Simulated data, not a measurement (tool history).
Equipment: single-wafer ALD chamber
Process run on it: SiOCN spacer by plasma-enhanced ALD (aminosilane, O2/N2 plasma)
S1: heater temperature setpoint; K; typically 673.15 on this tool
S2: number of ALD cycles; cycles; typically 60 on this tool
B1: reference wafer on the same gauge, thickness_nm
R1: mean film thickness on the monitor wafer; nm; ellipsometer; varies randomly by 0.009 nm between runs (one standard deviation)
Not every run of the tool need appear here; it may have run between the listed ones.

Run 1, day 0.000: usual settings; B1 4.161. Result: R1 3.614 nm.
Run 2, day 0.412: usual settings; B1 4.158. Result: R1 3.598 nm.
Run 3, day 0.675: usual settings but S1 668.15 K, S2 66 cycles; B1 4.162. Result: R1 3.964 nm.
Run 4, day 1.300: usual settings but S1 668.15 K, S2 66 cycles; B1 4.160. Result: R1 3.969 nm.
Run 5, day 1.854: usual settings but S2 69 cycles; B1 4.159. Result: R1 4.141 nm.
Run 6, day 2.404: usual settings but S2 69 cycles; B1 4.159. Result: R1 4.133 nm.
Run 7, day 2.867: usual settings but S2 69 cycles; B1 4.160. Result: R1 4.162 nm.
Run 8, day 3.233: usual settings but S1 668.15 K; B1 4.158. Result: R1 3.612 nm.
At day 3.567: gauge calibrated.
Run 9, day 3.683: usual settings; B1 4.162. Result: R1 3.601 nm.
Run 10, day 3.958: usual settings; B1 4.155. Result: R1 3.607 nm.
Run 11, day 4.692: usual settings; B1 4.160. Result: R1 3.614 nm.
Run 12, day 5.017: usual settings; B1 4.158. Result: R1 3.604 nm.
At day 5.517: thermocouple changed; heater temperature recalibrated.
Run 13, day 5.692: usual settings but S1 678.15 K; B1 4.158. Result: R1 3.553 nm.
Run 14, day 6.221: usual settings but S2 49 cycles; B1 4.162. Result: R1 2.951 nm.
Run 15, day 6.562: usual settings but S2 51 cycles; B1 4.162. Result: R1 3.061 nm.
Run 16, day 7.050: usual settings but S2 53 cycles; B1 4.159. Result: R1 3.189 nm.
Run 17, day 7.579: usual settings but S1 666.15 K; B1 4.162. Result: R1 3.619 nm.
Run 18, day 8.100: usual settings but S1 677.15 K, S2 66 cycles; B1 4.164. Result: R1 3.928 nm.
Run 19, day 8.538: usual settings; B1 4.159. Result: R1 3.611 nm.
Run 20, day 8.808: usual settings; B1 4.161. Result: R1 3.605 nm.
Run 21, day 9.258: usual settings; B1 4.160. Result: R1 3.614 nm.
Run 22, day 9.671: usual settings but S1 659.15 K, S2 54 cycles; B1 4.160. Result: R1 3.249 nm.
Run 23, day 10.042: usual settings but S1 661.15 K, S2 67 cycles; B1 4.162. Result: R1 4.026 nm.
At day 10.554: gauge calibrated.
Run 24, day 10.583: usual settings but S1 685.15 K, S2 50 cycles; B1 4.165. Result: R1 2.894 nm.

5 ways to go on from here, each from the tool as it stands after run 24. What would each give?
Run A, day 10.604: usual settings but S2 55 cycles; B1 ?. Result: R1 ?.
Run B, day 10.604: usual settings but S1 663.15 K, S2 53 cycles; B1 ?. Result: R1 ?.
Run C, day 10.604: usual settings but S1 662.15 K, S2 67 cycles; B1 ?. Result: R1 ?.
Run D, day 10.604: usual settings but S1 679.15 K, S2 64 cycles; B1 ?. Result: R1 ?.
Run E, day 10.604: usual settings but S1 686.15 K, S2 54 cycles; B1 ?. Result: R1 ?.

run     B1     R1
  A  4.159  3.299
  B  4.159  3.179
  C  4.159  4.019
  D  4.159  3.771
  E  4.159  3.115
With the hidden condition removed and each run's random variation left untouched, the same runs would have given:
run     R1
  A  3.299
  B  3.179
  C  4.019
  D  3.771
  E  3.115
